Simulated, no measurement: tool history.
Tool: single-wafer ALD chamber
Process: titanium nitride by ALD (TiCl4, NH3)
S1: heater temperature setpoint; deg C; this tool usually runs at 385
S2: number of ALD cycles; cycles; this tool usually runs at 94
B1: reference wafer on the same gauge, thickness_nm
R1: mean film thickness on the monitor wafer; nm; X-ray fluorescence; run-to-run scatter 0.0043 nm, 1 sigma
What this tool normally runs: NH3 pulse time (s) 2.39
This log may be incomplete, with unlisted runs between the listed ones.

{"run": 1, "hour": 0.0, "S1": 385, "S2": 84, "NH3 pulse time (s)": 2.39, "B1": 2.261, "R1": 1.774}
{"run": 2, "hour": 98.3, "S1": 385, "S2": 94, "NH3 pulse time (s)": 2.39, "B1": 2.26, "R1": 1.986}
{"run": 3, "hour": 144.9, "S1": 385, "S2": 94, "NH3 pulse time (s)": 2.39, "B1": 2.258, "R1": 1.984}
{"run": 4, "hour": 224.1, "S1": 385, "S2": 94, "NH3 pulse time (s)": 2.39, "B1": 2.257, "R1": 1.982}
{"run": 5, "hour": 403.3, "S1": 385, "S2": 94, "NH3 pulse time (s)": 2.39, "B1": 2.256, "R1": 1.985}
{"run": 6, "hour": 461.2, "S1": 385, "S2": 94, "NH3 pulse time (s)": 2.39, "B1": 2.254, "R1": 1.972}
{"run": 7, "hour": 507.7, "S1": 385, "S2": 94, "NH3 pulse time (s)": 2.39, "B1": 2.252, "R1": 1.978}
{"run": 8, "hour": 582.0, "S1": 385, "S2": 94, "NH3 pulse time (s)": 2.39, "B1": 2.251, "R1": 1.98}
{"run": 9, "hour": 813.5, "S1": 385, "S2": 94, "NH3 pulse time (s)": 2.39, "B1": 2.249, "R1": 1.98}
{"run": 10, "hour": 878.2, "S1": 385, "S2": 94, "NH3 pulse time (s)": 2.39, "B1": 2.247, "R1": 1.972}
{"run": 11, "hour": 947.5, "S1": 385, "S2": 94, "NH3 pulse time (s)": 2.39, "B1": 2.248, "R1": 1.979}
{"run": 12, "hour": 1012.4, "S1": 385, "S2": 94, "NH3 pulse time (s)": 2.39, "B1": 2.246, "R1": 1.971}
{"run": 13, "hour": 1101.9, "S1": 385, "S2": 94, "NH3 pulse time (s)": 2.39, "B1": 2.244, "R1": 1.977}
{"hour": 1158.7, "done": "thermocouple changed; heater temperature recalibrated"}
{"run": 14, "hour": 1185.4, "S1": 388, "S2": 94, "NH3 pulse time (s)": 2.39, "B1": 2.244, "R1": 1.97}
{"run": 15, "hour": 1226.0, "S1": 388, "S2": 94, "NH3 pulse time (s)": 2.39, "B1": 2.244, "R1": 1.98}
{"run": 16, "hour": 1329.8, "S1": 388, "S2": 94, "NH3 pulse time (s)": 2.39, "B1": 2.242, "R1": 1.973}
{"run": 17, "hour": 1534.5, "S1": 385, "S2": 94, "NH3 pulse time (s)": 2.39, "B1": 2.242, "R1": 1.97}
{"hour": 1574.9, "done": "showerhead replaced"}
{"run": 18, "hour": 1795.8, "S1": 385, "S2": 94, "NH3 pulse time (s)": 2.39, "B1": 2.242, "R1": 1.974}
{"run": 19, "hour": 1852.8, "S1": 385, "S2": 94, "NH3 pulse time (s)": 2.39, "B1": 2.241, "R1": 1.965}
{"run": 20, "hour": 1926.7, "S1": 396, "S2": 94, "NH3 pulse time (s)": 2.9, "B1": 2.24, "R1": 1.996}
{"run": 21, "hour": 1968.2, "S1": 385, "S2": 76, "NH3 pulse time (s)": 1.78, "B1": 2.238, "R1": 1.569}
{"run": 22, "hour": 2008.7, "S1": 377, "S2": 78, "NH3 pulse time (s)": 2.69, "B1": 2.237, "R1": 1.634}
{"run": 23, "hour": 2076.5, "S1": 385, "S2": 94, "NH3 pulse time (s)": 2.39, "B1": 2.239, "R1": 1.965}
{"run": 24, "hour": 2161.2, "S1": 388, "S2": 94, "NH3 pulse time (s)": 2.39, "B1": 2.24, "R1": 1.982}
{"run": 25, "hour": 2233.8, "S1": 385, "S2": 94, "NH3 pulse time (s)": 2.39, "B1": 2.239, "R1": 1.97}
{"hour": 2456.2, "done": "gauge calibrated"}
{"run": 26, "hour": 2528.7, "S1": 385, "S2": 94, "NH3 pulse time (s)": 2.39, "B1": 2.279, "R1": 2.003}
{"run": 27, "hour": 2598.4, "S1": 385, "S2": 94, "NH3 pulse time (s)": 2.07, "B1": 2.277, "R1": 1.982}
{"run": 28, "hour": 2698.3, "S1": 385, "S2": 101, "NH3 pulse time (s)": 2.13, "B1": 2.273, "R1": 2.125}
{"run": 29, "hour": 2749.5, "S1": 385, "S2": 94, "NH3 pulse time (s)": 2.39, "B1": 2.271, "R1": 1.995}
{"run": 30, "hour": 2798.2, "S1": 385, "S2": 88, "NH3 pulse time (s)": 3.29, "B1": 2.268, "R1": 1.894}
{"hour": 2842.9, "done": "thermocouple changed; heater temperature recalibrated"}
{"run": 31, "hour": 2848.4, "S1": 385, "S2": 94, "NH3 pulse time (s)": 2.39, "B1": 2.268, "R1": 1.99}
{"run": 32, "hour": 2998.2, "S1": 385, "S2": 94, "NH3 pulse time (s)": 3.21, "B1": 2.263, "R1": 2.019}
{"run": 33, "hour": 3079.8, "S1": 385, "S2": 76, "NH3 pulse time (s)": 1.78, "B1": 2.263, "R1": 1.573}
{"run": 34, "hour": 3121.0, "S1": 375, "S2": 102, "NH3 pulse time (s)": 2.11, "B1": 2.26, "R1": 2.12}
{"run": 35, "hour": 3207.1, "S1": 393, "S2": 88, "NH3 pulse time (s)": 3.16, "B1": 2.256, "R1": 1.899}
{"run": 36, "hour": 3248.4, "S1": 375, "S2": 112, "NH3 pulse time (s)": 3.04, "B1": 2.255, "R1": 2.383}
{"run": 37, "hour": 3352.9, "S1": 385, "S2": 105, "NH3 pulse time (s)": 2.39, "B1": 2.256, "R1": 2.217}
{"run": 38, "hour": 3400.7, "S1": 378, "S2": 94, "NH3 pulse time (s)": 1.44, "B1": 2.254, "R1": 1.906}
{"run": 39, "hour": 3483.7, "S1": 390, "S2": 75, "NH3 pulse time (s)": 2.69, "B1": 2.253, "R1": 1.593}
{"run": 40, "hour": 3581.6, "S1": 385, "S2": 94, "NH3 pulse time (s)": 1.97, "B1": 2.25, "R1": 1.957}

Pick out some run-to-run changes in R1. Of each, how much would a tool without hidden state show as well, from the settings, what came in and chance, and how much is left for the hidden state and any gauge scatter not in both results compared?
Unlogged tool condition in this case: wafer temperature above the value expected at the setpoint (K); gauge reads high (%).
Run 20 -> 21: S1 396 -> 385, S2 94 -> 76, NH3 pulse time (s) 2.90 -> 1.78. R1 -0.427 nm: hidden state +0.007, all else -0.434.
Run 25 -> 26: gauge calibrated. R1 +0.033 nm: hidden state +0.035, all else -0.002.
Run 32 -> 33: S2 94 -> 76, NH3 pulse time (s) 3.21 -> 1.78. R1 -0.446 nm: hidden state +0.002, all else -0.448.
Run 33 -> 34: S1 385 -> 375, S2 76 -> 102, NH3 pulse time (s) 1.78 -> 2.11. R1 +0.547 nm: hidden state -0.006, all else +0.553.
Run 35 -> 36: S1 393 -> 375, S2 88 -> 112, NH3 pulse time (s) 3.16 -> 3.04. R1 +0.484 nm: hidden state -0.006, all else +0.490.
